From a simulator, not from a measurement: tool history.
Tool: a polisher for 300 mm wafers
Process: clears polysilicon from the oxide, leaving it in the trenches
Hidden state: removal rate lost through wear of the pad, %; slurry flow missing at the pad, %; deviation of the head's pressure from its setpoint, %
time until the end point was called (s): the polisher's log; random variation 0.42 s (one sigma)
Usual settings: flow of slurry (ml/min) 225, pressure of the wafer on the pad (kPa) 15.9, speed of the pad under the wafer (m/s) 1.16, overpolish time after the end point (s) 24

run,day,flow of slurry (ml/min),pressure of the wafer on the pad (kPa),speed of the pad under the wafer (m/s),overpolish time after the end point (s),wafers since the last listed run,wafers polished on this pad,hours since the slurry nozzle was cleaned,hours since the head pressure was calibrated,"incoming thickness of the incoming film, nm",time until the end point was called (s)
1,0,225,15.9,1.16,24,0,2270,290.9,294,623.3,37.6
2,1.408,225,15.9,1.16,24,241,2511,324.7,327.8,640.9,39.4
3,3.942,225,15.9,1.16,24,433,2944,385.5,388.6,624.2,37.9
# day 4.6: worn pad replaced by a new one
4,5.604,225,15.9,1.16,24,256,172,425.4,428.5,643.5,36.3
# day 5.646: slurry nozzle cleaned
5,8.492,225,15.9,1.16,24,487,659,68.3,497.8,632.6,36.6
# day 10.008: head pressure recalibrated
6,10.504,285,15.9,1.16,24,330,989,116.6,11.9,631.8,36.4
7,13.029,225,15.9,1.16,24,432,1421,177.2,72.5,633.6,36.7
8,14.65,225,15.9,1.16,24,277,1699,216.1,111.4,627.5,36.7
9,17.408,225,15.9,1.16,24,472,2171,282.3,177.6,624.3,37.9
10,19.767,225,15.9,1.16,24,403,2574,338.9,234.2,628,38.5
11,21.433,260,20,1.44,24,285,2860,378.9,274.2,623.6,26
12,22.792,225,15.9,0.82,24,232,3092,411.5,306.8,631.3,47.6
# day 22.904: slurry nozzle cleaned
13,25.317,250,15.9,1.26,34,425,3517,57.9,367.4,618.7,34.8
# day 26.621: worn pad replaced by a new one
14,28.033,260,11.7,1.44,24,436,241,123.1,432.6,625.1,40.8
# day 28.375: head pressure recalibrated
15,29.817,180,15.9,1.46,28,290,532,165.9,34.6,637.8,32.3
16,32.229,155,17.9,1.16,24,412,945,223.8,92.5,633.4,32.4
17,33.708,260,10.3,1.16,28,253,1198,259.3,128,630.6,57.2
18,41.108,225,15.9,0.76,24,1266,2465,436.9,305.6,628.3,47.9
19,43.583,260,11.7,1.44,24,423,2888,496.3,365,633.5,44.8
# day 44.288: slurry nozzle cleaned
20,44.725,225,15.9,1.16,24,188,3077,10.5,392.4,625.8,37.5
# day 45.062: worn pad replaced by a new one
21,47.421,225,11.7,1.26,24,432,403,75.2,457.1,625.6,45.2
# day 49.412: head pressure recalibrated
22,50.129,300,15.9,0.82,24,449,852,140.2,17.2,643.6,44.4
23,52.242,225,15.9,1.16,24,361,1214,190.9,67.9,629.1,36.7
24,54.142,270,15.9,0.92,24,325,1539,236.5,113.5,634.9,42.9
25,55.971,185,11,1.16,24,313,1852,280.4,157.4,628.4,54.7
26,58.071,225,13.8,1.46,18,359,2211,330.8,207.8,626.1,36.5
27,59.512,225,15.9,1.16,24,246,2458,365.4,242.4,629.3,38.8
28,61.8,225,15.9,1.16,24,391,2850,420.3,297.3,628.4,37.7
29,63.442,225,15.9,1.16,16,280,3131,459.7,336.7,632.7,37.8
# day 64.283: worn pad replaced by a new one
# day 65.467: slurry nozzle cleaned
30,65.521,225,11,1.16,24,320,204,1.3,386.6,630,51.1
31,66.671,260,17.2,0.82,15,196,401,28.9,414.2,629.9,40.8
# day 67.283: head pressure recalibrated
32,68.892,280,15.9,1.16,15,365,767,82.2,38.6,639.8,36.5
33,70.321,225,14.5,1.16,24,244,1012,116.5,72.9,630.4,40
34,72.767,225,15.9,1.52,24,418,1430,175.2,131.6,632.4,31.8

Forecast each of these 4 alternatives for the next run:
A,72.783,225,15.9,1.16,24,2,1433,175.6,132,623.2,?
B,72.783,225,15.9,1.16,15,2,1433,175.6,132,623.2,?
C,72.783,225,15.9,1.48,24,2,1433,175.6,132,623.2,?
D,72.783,245,19.3,1.26,24,2,1433,175.6,132,623.2,?

run,time until the end point was called (s)
A,37.9
B,37.9
C,32.2
D,29.4
Without the tool's hidden state the same runs would have given:
run,time until the end point was called (s)
A,34.9
B,34.9
C,29.7
D,27

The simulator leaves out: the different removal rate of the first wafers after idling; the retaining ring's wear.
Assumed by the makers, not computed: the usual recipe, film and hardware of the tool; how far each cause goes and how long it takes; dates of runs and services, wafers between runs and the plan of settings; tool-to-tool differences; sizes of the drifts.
